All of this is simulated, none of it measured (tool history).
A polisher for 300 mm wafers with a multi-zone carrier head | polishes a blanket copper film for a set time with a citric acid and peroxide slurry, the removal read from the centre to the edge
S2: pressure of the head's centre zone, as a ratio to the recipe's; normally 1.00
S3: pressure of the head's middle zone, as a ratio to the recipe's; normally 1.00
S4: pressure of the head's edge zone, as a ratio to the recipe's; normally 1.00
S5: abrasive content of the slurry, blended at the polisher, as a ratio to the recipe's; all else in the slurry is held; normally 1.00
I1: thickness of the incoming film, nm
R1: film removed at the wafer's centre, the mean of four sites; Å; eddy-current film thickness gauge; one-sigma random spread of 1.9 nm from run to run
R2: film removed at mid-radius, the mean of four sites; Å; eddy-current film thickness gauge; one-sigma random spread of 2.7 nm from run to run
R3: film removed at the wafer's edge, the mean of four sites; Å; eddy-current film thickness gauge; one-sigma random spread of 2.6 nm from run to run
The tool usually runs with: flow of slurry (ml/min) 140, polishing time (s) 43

run 1 hour=0.0 | flow_of_slurry_(ml/min)=140 S2=1.00 S3=1.00 S4=1.00 S5=1.00 polishing_time_(s)=43 | I1=647.6 | R1=1621 R2=1615 R3=1623
run 2 hour=15.6 | flow_of_slurry_(ml/min)=140 S2=1.00 S3=1.00 S4=1.00 S5=1.00 polishing_time_(s)=43 | I1=636.0 | R1=1536 R2=1572 R3=1584
run 3 hour=28.6 | flow_of_slurry_(ml/min)=140 S2=1.00 S3=1.00 S4=1.00 S5=1.00 polishing_time_(s)=43 | I1=641.7 | R1=1520 R2=1520 R3=1574
run 4 hour=35.0 | flow_of_slurry_(ml/min)=140 S2=1.00 S3=1.00 S4=1.00 S5=1.00 polishing_time_(s)=43 | I1=648.7 | R1=1503 R2=1513 R3=1558
run 5 hour=47.4 | flow_of_slurry_(ml/min)=140 S2=1.00 S3=1.00 S4=1.00 S5=1.00 polishing_time_(s)=43 | I1=638.3 | R1=1436 R2=1508 R3=1539
-- hour=59.0 centre zone pressure recalibrated
run 6 hour=61.5 | flow_of_slurry_(ml/min)=140 S2=1.00 S3=1.00 S4=1.00 S5=1.00 polishing_time_(s)=43 | I1=645.3 | R1=1411 R2=1446 R3=1502
-- hour=71.9 slurry nozzle cleaned
run 7 hour=75.1 | flow_of_slurry_(ml/min)=140 S2=1.00 S3=1.00 S4=1.00 S5=1.00 polishing_time_(s)=43 | I1=645.1 | R1=1717 R2=1708 R3=1685
run 8 hour=88.6 | flow_of_slurry_(ml/min)=140 S2=1.00 S3=1.00 S4=1.07 S5=1.00 polishing_time_(s)=43 | I1=637.8 | R1=1686 R2=1687 R3=1691
run 9 hour=101.5 | flow_of_slurry_(ml/min)=155 S2=1.00 S3=1.00 S4=1.00 S5=1.00 polishing_time_(s)=43 | I1=641.6 | R1=1710 R2=1723 R3=1649
-- hour=112.4 carrier head's membrane replaced by a new one
-- hour=114.2 edge zone pressure recalibrated
run 10 hour=114.7 | flow_of_slurry_(ml/min)=140 S2=0.89 S3=1.00 S4=1.00 S5=1.00 polishing_time_(s)=43 | I1=641.7 | R1=1543 R2=1707 R3=1582
run 11 hour=123.7 | flow_of_slurry_(ml/min)=140 S2=1.00 S3=1.00 S4=1.06 S5=1.00 polishing_time_(s)=43 | I1=640.8 | R1=1655 R2=1622 R3=1713
-- hour=128.0 worn pad replaced by a new one
run 12 hour=137.3 | flow_of_slurry_(ml/min)=140 S2=0.91 S3=1.04 S4=0.94 S5=1.00 polishing_time_(s)=35 | I1=644.2 | R1=1361 R2=1484 R3=1326
run 13 hour=152.8 | flow_of_slurry_(ml/min)=140 S2=1.00 S3=1.00 S4=1.00 S5=1.00 polishing_time_(s)=43 | I1=627.6 | R1=1713 R2=1681 R3=1670
run 14 hour=162.2 | flow_of_slurry_(ml/min)=140 S2=0.95 S3=1.00 S4=1.00 S5=1.00 polishing_time_(s)=52 | I1=644.0 | R1=1927 R2=1964 R3=1990
run 15 hour=172.6 | flow_of_slurry_(ml/min)=95 S2=1.00 S3=1.12 S4=1.06 S5=0.90 polishing_time_(s)=43 | I1=637.5 | R1=1373 R2=1563 R3=1491

Branching from run 15: 4 alternative next runs. What would each branch give?
run A hour=173.0 | flow_of_slurry_(ml/min)=140 S2=1.00 S3=1.00 S4=1.00 S5=1.00 polishing_time_(s)=43 | I1=648.5 | R1=? R2=? R3=?
run B hour=173.0 | flow_of_slurry_(ml/min)=140 S2=1.09 S3=1.00 S4=1.03 S5=1.00 polishing_time_(s)=43 | I1=648.5 | R1=? R2=? R3=?
run C hour=173.0 | flow_of_slurry_(ml/min)=140 S2=1.00 S3=1.07 S4=0.91 S5=1.00 polishing_time_(s)=31 | I1=648.5 | R1=? R2=? R3=?
run D hour=173.0 | flow_of_slurry_(ml/min)=140 S2=0.91 S3=1.08 S4=1.11 S5=0.75 polishing_time_(s)=43 | I1=648.5 | R1=? R2=? R3=?

run=A R1=1657 R2=1669 R3=1663
run=B R1=1768 R2=1668 R3=1687
run=C R1=1195 R2=1266 R3=1145
run=D R1=1414 R2=1617 R3=1599
Stripped of hidden state, with their random variation kept, the same runs would have yielded:
run=A R1=1865 R2=1868 R3=1840
run=B R1=1990 R2=1867 R3=1866
run=C R1=1345 R2=1417 R3=1267
run=D R1=1591 R2=1810 R3=1770
